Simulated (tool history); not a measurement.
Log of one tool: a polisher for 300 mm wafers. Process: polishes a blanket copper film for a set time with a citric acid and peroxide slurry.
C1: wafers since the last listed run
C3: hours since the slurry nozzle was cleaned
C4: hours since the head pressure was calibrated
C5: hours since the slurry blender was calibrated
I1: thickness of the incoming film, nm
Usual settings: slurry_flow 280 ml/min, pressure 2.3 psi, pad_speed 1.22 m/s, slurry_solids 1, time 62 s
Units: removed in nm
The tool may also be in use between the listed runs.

run 1 hour=0 | slurry_flow=280 pressure=2.3 pad_speed=1.22 slurry_solids=1 time=62 | C1=0 wafers_polished_on_this_pad=142 C3=143.3 C4=588 C5=242.8 | I1=965.4 | removed=121.8
run 2 hour=58.7 | slurry_flow=325 pressure=2.3 pad_speed=1.22 slurry_solids=0.9 time=62 | C1=695 wafers_polished_on_this_pad=838 C3=202 C4=646.7 C5=301.5 | I1=943.7 | removed=118.5
-- hour=67.1 slurry nozzle cleaned
run 3 hour=96.1 | slurry_flow=325 pressure=2.3 pad_speed=1.22 slurry_solids=0.9 time=62 | C1=431 wafers_polished_on_this_pad=1269 C3=29 C4=684.1 C5=338.9 | I1=953.5 | removed=116.5
-- hour=153.6 worn pad replaced by a new one
-- hour=159.5 slurry blender recalibrated
run 4 hour=166.7 | slurry_flow=280 pressure=2.3 pad_speed=0.9 slurry_solids=1 time=62 | C1=765 wafers_polished_on_this_pad=131 C3=99.6 C4=754.7 C5=7.2 | I1=943.2 | removed=81.6
run 5 hour=217.2 | slurry_flow=280 pressure=2.3 pad_speed=1.22 slurry_solids=1 time=62 | C1=598 wafers_polished_on_this_pad=729 C3=150.1 C4=805.2 C5=57.7 | I1=976.7 | removed=107.9
-- hour=286.8 worn pad replaced by a new one, repeated, since the last time left the tool worse
-- hour=287.5 slurry nozzle cleaned
run 6 hour=308.5 | slurry_flow=280 pressure=2.3 pad_speed=1.22 slurry_solids=1 time=62 | C1=1025 wafers_polished_on_this_pad=248 C3=21 C4=896.5 C5=149 | I1=952.6 | removed=119.2
run 7 hour=356.6 | slurry_flow=280 pressure=2.3 pad_speed=1.22 slurry_solids=1 time=62 | C1=569 wafers_polished_on_this_pad=818 C3=69.1 C4=944.6 C5=197.1 | I1=957.6 | removed=114.8
run 8 hour=417.2 | slurry_flow=280 pressure=2.3 pad_speed=1.22 slurry_solids=1 time=46 | C1=718 wafers_polished_on_this_pad=1536 C3=129.7 C4=1005.2 C5=257.7 | I1=955.4 | removed=85.5
-- hour=446.3 head pressure recalibrated
run 9 hour=469.3 | slurry_flow=370 pressure=1.9 pad_speed=1.22 slurry_solids=1.2 time=82 | C1=593 wafers_polished_on_this_pad=2130 C3=181.8 C4=23 C5=309.8 | I1=974.8 | removed=132.8
-- hour=480.7 slurry nozzle cleaned
-- hour=498 worn pad replaced by a new one
run 10 hour=569.9 | slurry_flow=280 pressure=3 pad_speed=1.22 slurry_solids=1 time=43 | C1=1132 wafers_polished_on_this_pad=851 C3=89.2 C4=123.6 C5=410.4 | I1=968.7 | removed=107.3
run 11 hour=662 | slurry_flow=350 pressure=2.3 pad_speed=0.94 slurry_solids=1 time=62 | C1=1091 wafers_polished_on_this_pad=1943 C3=181.3 C4=215.7 C5=502.5 | I1=966.3 | removed=92.4
-- hour=680.5 worn pad replaced by a new one
-- hour=687.3 slurry blender recalibrated
run 12 hour=713.4 | slurry_flow=375 pressure=2.3 pad_speed=1.34 slurry_solids=1.1 time=62 | C1=537 wafers_polished_on_this_pad=365 C3=232.7 C4=267.1 C5=26.1 | I1=949.1 | removed=138.9
-- hour=724.2 slurry nozzle cleaned
run 13 hour=804.9 | slurry_flow=280 pressure=2.3 pad_speed=1.22 slurry_solids=1 time=62 | C1=1072 wafers_polished_on_this_pad=1438 C3=80.7 C4=358.6 C5=117.6 | I1=955.1 | removed=116.9
-- hour=873.2 worn pad replaced by a new one
run 14 hour=879.9 | slurry_flow=280 pressure=2.3 pad_speed=1.22 slurry_solids=1 time=62 | C1=841 wafers_polished_on_this_pad=79 C3=155.7 C4=433.6 C5=192.6 | I1=956.4 | removed=119.6
run 15 hour=941 | slurry_flow=280 pressure=2.3 pad_speed=1.22 slurry_solids=1 time=62 | C1=723 wafers_polished_on_this_pad=803 C3=216.8 C4=494.7 C5=253.7 | I1=967.6 | removed=116.1

Forecast each of these 3 alternatives for the next run:
run A hour=941.4 | slurry_flow=280 pressure=2.3 pad_speed=1.22 slurry_solids=1 time=40 | C1=4 wafers_polished_on_this_pad=808 C3=217.2 C4=495.1 C5=254.1 | I1=955.4 | removed=?
run B hour=941.4 | slurry_flow=280 pressure=2.5 pad_speed=1.34 slurry_solids=0.85 time=62 | C1=4 wafers_polished_on_this_pad=808 C3=217.2 C4=495.1 C5=254.1 | I1=955.4 | removed=?
run C hour=941.4 | slurry_flow=280 pressure=1.5 pad_speed=1 slurry_solids=1 time=62 | C1=4 wafers_polished_on_this_pad=808 C3=217.2 C4=495.1 C5=254.1 | I1=955.4 | removed=?

run=A removed=77.4
run=B removed=135.9
run=C removed=68.3
Without the tool's hidden state the same runs would have given:
run=A removed=78.7
run=B removed=138.3
run=C removed=69.5
